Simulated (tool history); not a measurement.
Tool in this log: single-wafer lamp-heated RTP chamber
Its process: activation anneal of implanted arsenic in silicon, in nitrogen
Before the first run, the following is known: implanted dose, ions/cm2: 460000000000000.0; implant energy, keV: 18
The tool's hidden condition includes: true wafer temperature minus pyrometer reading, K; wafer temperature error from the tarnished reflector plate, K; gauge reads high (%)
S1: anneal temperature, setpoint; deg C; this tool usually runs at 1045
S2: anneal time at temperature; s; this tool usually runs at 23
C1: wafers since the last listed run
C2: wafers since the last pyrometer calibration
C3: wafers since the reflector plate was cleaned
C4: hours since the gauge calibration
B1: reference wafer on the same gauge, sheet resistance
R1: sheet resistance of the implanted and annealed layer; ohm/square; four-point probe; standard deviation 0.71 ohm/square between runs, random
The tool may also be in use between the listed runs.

run,hour,S1,S2,C1,C2,C3,C4,B1,R1
1,0.0,1068,32,0,4186,2361,220.4,197.96,216.62
2,15.7,1068,32,196,4382,2557,236.1,198.05,218.56
3,42.1,1045,23,329,4711,2887,262.5,197.89,226.66
4,59.7,1045,33,219,4931,3107,280.1,198.17,223.17
5,117.0,1045,33,715,5647,3822,337.4,198.07,221.58
6,145.1,1045,23,350,5998,4173,365.5,198.04,226.15
7,179.0,1045,23,423,6421,4596,399.4,198.06,226.09
8,196.6,1045,23,219,6641,4816,417.0,197.85,225.40
9,210.8,1045,23,177,6818,4993,431.2,198.10,226.34
# hour 230.3: pyrometer window cleaned and pyrometer calibrated
10,245.8,1074,18,337,192,5330,466.2,197.84,222.71
# hour 265.7: gauge calibrated
11,270.0,1017,36,302,495,5633,4.3,198.32,229.08
12,293.7,1045,23,295,791,5928,28.0,198.13,226.27
13,320.6,1045,23,335,1126,6264,54.9,198.00,226.06
# hour 340.2: reflector plate cleaned
14,344.5,1045,19,198,1325,53,78.8,198.09,228.18
15,369.0,1035,12,305,1631,359,103.3,197.93,233.35
16,382.8,1054,30,172,1803,531,117.1,198.11,221.73
17,405.3,1045,23,280,2084,812,139.6,197.90,226.22
18,431.5,1045,23,327,2411,1139,165.8,197.70,225.76
19,459.6,1028,14,350,2762,1490,193.9,197.67,233.62

Here are 5 independent what-if runs from the current tool condition. What would each one return?
A,460.0,1045,23,4,2767,1495,194.3,?,?
B,460.0,1034,29,4,2767,1495,194.3,?,?
C,460.0,1017,23,4,2767,1495,194.3,?,?
D,460.0,1033,23,4,2767,1495,194.3,?,?
E,460.0,1024,15,4,2767,1495,194.3,?,?

run,B1,R1
A,197.77,226.87
B,197.77,227.13
C,197.77,232.40
D,197.77,229.44
E,197.77,234.29
Had the tool no hidden state, the same runs would have come out as:
run,R1
A,226.87
B,227.13
C,232.40
D,229.44
E,234.29
